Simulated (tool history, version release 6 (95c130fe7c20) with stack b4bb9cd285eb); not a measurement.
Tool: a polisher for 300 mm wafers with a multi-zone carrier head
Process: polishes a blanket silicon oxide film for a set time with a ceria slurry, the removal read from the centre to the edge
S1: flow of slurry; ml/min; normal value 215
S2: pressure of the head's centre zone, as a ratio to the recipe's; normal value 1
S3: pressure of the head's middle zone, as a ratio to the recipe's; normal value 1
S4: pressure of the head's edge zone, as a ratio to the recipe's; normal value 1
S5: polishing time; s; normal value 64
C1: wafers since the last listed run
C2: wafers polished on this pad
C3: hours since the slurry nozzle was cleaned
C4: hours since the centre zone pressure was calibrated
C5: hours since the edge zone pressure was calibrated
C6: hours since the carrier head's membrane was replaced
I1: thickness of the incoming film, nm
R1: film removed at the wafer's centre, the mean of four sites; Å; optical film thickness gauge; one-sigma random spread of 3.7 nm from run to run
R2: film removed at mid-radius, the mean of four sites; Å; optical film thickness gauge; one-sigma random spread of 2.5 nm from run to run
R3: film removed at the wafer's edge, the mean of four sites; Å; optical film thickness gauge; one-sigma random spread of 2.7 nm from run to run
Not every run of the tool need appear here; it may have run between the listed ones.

Run 1, hour 0: usual settings but S5 76 s; C1 0; C2 108; C3 795.2; C4 1333.2; C5 110.6; C6 173.7; I1 1036.6. Result: R1 4656 Å, R2 4753 Å, R3 4758 Å.
Run 2, hour 28: usual settings but S3 1.06, S4 1.1; C1 281; C2 389; C3 823.2; C4 1361.2; C5 138.6; C6 201.7; I1 1053.9. Result: R1 3939 Å, R2 4182 Å, R3 4162 Å.
Run 3, hour 62.9: usual settings but S4 0.95, S5 75 s; C1 350; C2 739; C3 858.1; C4 1396.1; C5 173.5; C6 236.6; I1 1048.4. Result: R1 4629 Å, R2 4719 Å, R3 4581 Å.
At hour 92.9: centre zone pressure recalibrated.
Run 4, hour 98.6: usual settings but S1 285 ml/min, S3 1.05, S4 0.92, S5 77 s; C1 338; C2 1078; C3 893.8; C4 5.7; C5 209.2; C6 272.3; I1 1038.7. Result: R1 4904 Å, R2 5143 Å, R3 4734 Å.
Run 5, hour 112.5: usual settings but S2 0.9, S3 0.89, S4 0.92, S5 82 s; C1 139; C2 1217; C3 907.7; C4 19.6; C5 223.1; C6 286.2; I1 1058.8. Result: R1 4549 Å, R2 4751 Å, R3 4926 Å.
Run 6, hour 130.6: usual settings; C1 181; C2 1399; C3 925.8; C4 37.7; C5 241.2; C6 304.3; I1 1040.8. Result: R1 3827 Å, R2 4052 Å, R3 3972 Å.
At hour 147: slurry nozzle cleaned.
Run 7, hour 163.7: usual settings but S1 235 ml/min, S2 1.08, S3 1.11, S5 52 s; C1 322; C2 1721; C3 16.7; C4 70.8; C5 274.3; C6 337.4; I1 1045. Result: R1 3463 Å, R2 3464 Å, R3 3250 Å.
At hour 215.7: worn pad replaced by a new one.
Run 8, hour 216.2: usual settings but S1 270 ml/min; C1 486; C2 4; C3 69.2; C4 123.3; C5 326.8; C6 389.9; I1 1053.1. Result: R1 3893 Å, R2 4008 Å, R3 4005 Å.
Run 9, hour 227.7: usual settings but S1 185 ml/min, S3 0.96, S4 0.9; C1 115; C2 120; C3 80.7; C4 134.8; C5 338.3; C6 401.4; I1 1054.8. Result: R1 3723 Å, R2 3744 Å, R3 3679 Å.
Run 10, hour 262.2: usual settings but S2 0.91, S3 0.89, S5 82 s; C1 346; C2 466; C3 115.2; C4 169.3; C5 372.8; C6 435.9; I1 1066.8. Result: R1 4357 Å, R2 4583 Å, R3 5028 Å.
Run 11, hour 295.9: usual settings but S2 1.11, S3 1.04, S5 48 s; C1 338; C2 804; C3 148.9; C4 203; C5 406.5; C6 469.6; I1 1051.6. Result: R1 3128 Å, R2 3002 Å, R3 2939 Å.
Run 12, hour 308: usual settings but S2 1.05, S3 0.93, S5 45 s; C1 121; C2 926; C3 161; C4 215.1; C5 418.6; C6 481.7; I1 1053.1. Result: R1 2754 Å, R2 2592 Å, R3 2737 Å.
Run 13, hour 335.1: usual settings but S2 1.05, S3 0.93, S5 45 s; C1 272; C2 1198; C3 188.1; C4 242.2; C5 445.7; C6 508.8; I1 1032.3. Result: R1 2762 Å, R2 2602 Å, R3 2768 Å.
Run 14, hour 358.7: usual settings but S3 0.9, S5 75 s; C1 236; C2 1435; C3 211.7; C4 265.8; C5 469.3; C6 532.4; I1 1049.7. Result: R1 4297 Å, R2 4220 Å, R3 4532 Å.
At hour 386.7: slurry nozzle cleaned, repeated, since the last time left the tool worse.
Run 15, hour 387.2: usual settings but S4 0.91, S5 77 s; C1 276; C2 1711; C3 0.5; C4 294.3; C5 497.8; C6 560.9; I1 1043.7. Result: R1 4854 Å, R2 4992 Å, R3 4620 Å.
Run 16, hour 414.5: usual settings but S1 285 ml/min, S3 1.05, S4 0.92, S5 77 s; C1 274; C2 1985; C3 27.8; C4 321.6; C5 525.1; C6 588.2; I1 1052.5. Result: R1 4931 Å, R2 5289 Å, R3 4758 Å.
Run 17, hour 438.6: usual settings but S3 1.09; C1 241; C2 2227; C3 51.9; C4 345.7; C5 549.2; C6 612.3; I1 1055.5. Result: R1 3994 Å, R2 4332 Å, R3 4056 Å.
At hour 458.9: worn pad replaced by a new one.
Run 18, hour 464.2: usual settings but S5 50 s; C1 216; C2 53; C3 77.5; C4 371.3; C5 574.8; C6 637.9; I1 1049.8. Result: R1 3092 Å, R2 3197 Å, R3 3154 Å.
Run 19, hour 547.6: usual settings but S5 77 s; C1 837; C2 890; C3 160.9; C4 454.7; C5 658.2; C6 721.3; I1 1040. Result: R1 4786 Å, R2 4938 Å, R3 4870 Å.
Run 20, hour 576.2: usual settings but S1 280 ml/min, S3 0.93, S4 1.11; C1 287; C2 1177; C3 189.5; C4 483.3; C5 686.8; C6 749.9; I1 1031.3. Result: R1 4151 Å, R2 3967 Å, R3 4356 Å.
Run 21, hour 607.4: usual settings; C1 313; C2 1490; C3 220.7; C4 514.5; C5 718; C6 781.1; I1 1036.3. Result: R1 3989 Å, R2 4058 Å, R3 4019 Å.

Entry by entry between the runs, the difference in hidden state between the last listed run before and the first listed run after:
In the gap between runs 3 and 4: centre zone pressure recalibrated (hour 92.9)
  slurry flow missing at the pad, %: 24.7 -> 24.9
  measured less the result without the state, R1: -140 -> -122 Å; R2: -128 -> -115 Å; R3: -91 -> -80 Å
In the gap between runs 6 and 7: slurry nozzle cleaned (hour 147)
  slurry flow missing at the pad, %: 25 -> 40.7
  measured less the result without the state, R1: -117 -> -188 Å; R2: -111 -> -168 Å; R3: -80 -> -115 Å
In the gap between runs 7 and 8: worn pad replaced by a new one (hour 215.7)
  slurry flow missing at the pad, %: 40.7 -> 44.2
  measured less the result without the state, R1: -188 -> -216 Å; R2: -168 -> -198 Å; R3: -115 -> -146 Å
In the gap between runs 14 and 15: slurry nozzle cleaned, repeated, since the last time left the tool worse (hour 386.7)
  slurry flow missing at the pad, %: 51.2 -> 2.44
  measured less the result without the state, R1: -350 -> -12 Å; R2: -306 -> -11 Å; R3: -236 -> -8 Å
In the gap between runs 17 and 18: worn pad replaced by a new one (hour 458.9)
  slurry flow missing at the pad, %: 6.1 -> 7.7
  measured less the result without the state, R1: -25 -> -26 Å; R2: -24 -> -24 Å; R3: -17 -> -17 Å
